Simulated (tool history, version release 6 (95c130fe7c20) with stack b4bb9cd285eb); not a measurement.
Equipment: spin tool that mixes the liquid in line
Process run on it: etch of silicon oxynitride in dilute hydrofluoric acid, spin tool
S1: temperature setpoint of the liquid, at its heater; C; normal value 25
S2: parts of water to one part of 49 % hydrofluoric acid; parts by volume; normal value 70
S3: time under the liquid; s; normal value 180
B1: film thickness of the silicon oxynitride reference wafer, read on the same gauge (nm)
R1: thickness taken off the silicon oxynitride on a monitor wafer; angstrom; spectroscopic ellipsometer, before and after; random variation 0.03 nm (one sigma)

run   hour    S1  S2   S3     B1     R1
  1      0    25  90  180  39.99   43.6
  2   12.3    25  90  180  40.02   43.6
  3   29.3  27.5  70  180  40.04     65
  4   37.9  27.5  70  180  39.96   64.2
  5   44.1    25  70  260  39.98   82.1
  6   56.4    25  70  140  39.99   44.9
  7   73.8    25  70  140  40.05     45
  8     82    25  70  180  39.98   58.1
  9   95.4    25  70  135  39.97   43.4
      96.7  -- thermometer replaced
 10    106    25  70  135     40     44
 11  114.4    25  70  180  40.01   58.8
 12  123.6  28.5  80  130  39.98   43.2
 13  133.9  27.5  60  230  39.95  100.4
     140.8  -- hydrofluoric acid flow meter replaced
 14  144.1    29  80  180  40.04   56.2
 15  160.3    25  70  235  39.96   71.2
 16  172.4    28  70  255  40.02   89.3
     185.6  -- gauge calibrated
 17  186.2    22  40  115  40.07   54.5
 18  196.6    25  70  180  39.99   54.9
 19  203.6    25  70  180  39.96   55.2
 20  232.4    21  90  180  39.99   35.1

What if the next run were any one of these 4? Each begins from the tool's condition after run 20:
  A  232.9    25  70  210   ?   ?
  B  232.9  29.5  55  285   ?   ?
  C  232.9  21.5  70  180   ?   ?
  D  232.9    25  70  265   ?   ?

run     B1     R1
  A  40.02   64.8
  B  40.02  140.4
  C  40.02   46.9
  D  40.02   81.8
Without the tool's unlogged condition, the same runs would have read:
run    R1
  A  61.8
  B   134
  C  44.7
  D    78
